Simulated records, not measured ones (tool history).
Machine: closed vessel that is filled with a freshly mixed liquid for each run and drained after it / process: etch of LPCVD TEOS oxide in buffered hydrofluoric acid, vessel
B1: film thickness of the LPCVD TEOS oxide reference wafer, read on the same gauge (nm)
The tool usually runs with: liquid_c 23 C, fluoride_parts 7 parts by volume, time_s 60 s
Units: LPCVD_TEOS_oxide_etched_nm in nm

run 1 day=0 | liquid_c=26 fluoride_parts=7 time_s=60 | B1=110 | LPCVD_TEOS_oxide_etched_nm=304.83
run 2 day=3.842 | liquid_c=26 fluoride_parts=7 time_s=60 | B1=109.98 | LPCVD_TEOS_oxide_etched_nm=302.7
run 3 day=5.229 | liquid_c=26 fluoride_parts=7 time_s=60 | B1=110 | LPCVD_TEOS_oxide_etched_nm=305.65
run 4 day=5.954 | liquid_c=23 fluoride_parts=7 time_s=40 | B1=110.01 | LPCVD_TEOS_oxide_etched_nm=171.71
run 5 day=7.254 | liquid_c=23 fluoride_parts=7 time_s=60 | B1=110.03 | LPCVD_TEOS_oxide_etched_nm=257.06
run 6 day=7.908 | liquid_c=23 fluoride_parts=7 time_s=60 | B1=110.02 | LPCVD_TEOS_oxide_etched_nm=257.32
run 7 day=8.704 | liquid_c=23 fluoride_parts=6 time_s=60 | B1=110.01 | LPCVD_TEOS_oxide_etched_nm=292.15
run 8 day=9.458 | liquid_c=23 fluoride_parts=6 time_s=60 | B1=110 | LPCVD_TEOS_oxide_etched_nm=294.15
run 9 day=10.033 | liquid_c=23 fluoride_parts=7 time_s=60 | B1=110.02 | LPCVD_TEOS_oxide_etched_nm=258.19
run 10 day=11.292 | liquid_c=23 fluoride_parts=7 time_s=60 | B1=109.97 | LPCVD_TEOS_oxide_etched_nm=258.64
run 11 day=12.092 | liquid_c=23 fluoride_parts=7 time_s=60 | B1=109.98 | LPCVD_TEOS_oxide_etched_nm=257.23
-- day=13.012 gauge calibrated
-- day=13.621 hydrofluoric acid flow meter replaced
run 12 day=14.933 | liquid_c=23 fluoride_parts=7 time_s=60 | B1=110 | LPCVD_TEOS_oxide_etched_nm=237.23
run 13 day=15.492 | liquid_c=23 fluoride_parts=5 time_s=60 | B1=109.98 | LPCVD_TEOS_oxide_etched_nm=316.81
run 14 day=16.904 | liquid_c=23 fluoride_parts=5 time_s=60 | B1=110.03 | LPCVD_TEOS_oxide_etched_nm=316.71
run 15 day=17.504 | liquid_c=23 fluoride_parts=7 time_s=60 | B1=110.01 | LPCVD_TEOS_oxide_etched_nm=237.01
run 16 day=18.008 | liquid_c=20 fluoride_parts=9.5 time_s=85 | B1=109.99 | LPCVD_TEOS_oxide_etched_nm=207.73
-- day=18.242 thermometer replaced
run 17 day=19.396 | liquid_c=23 fluoride_parts=8.5 time_s=40 | B1=109.99 | LPCVD_TEOS_oxide_etched_nm=141.98
run 18 day=20.15 | liquid_c=23 fluoride_parts=7 time_s=60 | B1=110 | LPCVD_TEOS_oxide_etched_nm=260.99
run 19 day=21.333 | liquid_c=27 fluoride_parts=7 time_s=35 | B1=110 | LPCVD_TEOS_oxide_etched_nm=189.67
run 20 day=22.633 | liquid_c=26 fluoride_parts=8.5 time_s=70 | B1=110 | LPCVD_TEOS_oxide_etched_nm=292.58
run 21 day=23.958 | liquid_c=23 fluoride_parts=7 time_s=30 | B1=109.99 | LPCVD_TEOS_oxide_etched_nm=130.4
run 22 day=24.733 | liquid_c=28 fluoride_parts=5 time_s=50 | B1=109.99 | LPCVD_TEOS_oxide_etched_nm=380.49
run 23 day=26.2 | liquid_c=23 fluoride_parts=7 time_s=60 | B1=109.99 | LPCVD_TEOS_oxide_etched_nm=261.33

The next listed run, before its measurement:
run 24 day=27.696 | liquid_c=18.5 fluoride_parts=7 time_s=60 | B1=? | LPCVD_TEOS_oxide_etched_nm=?

B1: 110.01
LPCVD_TEOS_oxide_etched_nm: 203.09 nm
On a tool with no hidden condition, and with the same random variation, this run would have come out at LPCVD_TEOS_oxide_etched_nm 206.18 nm.
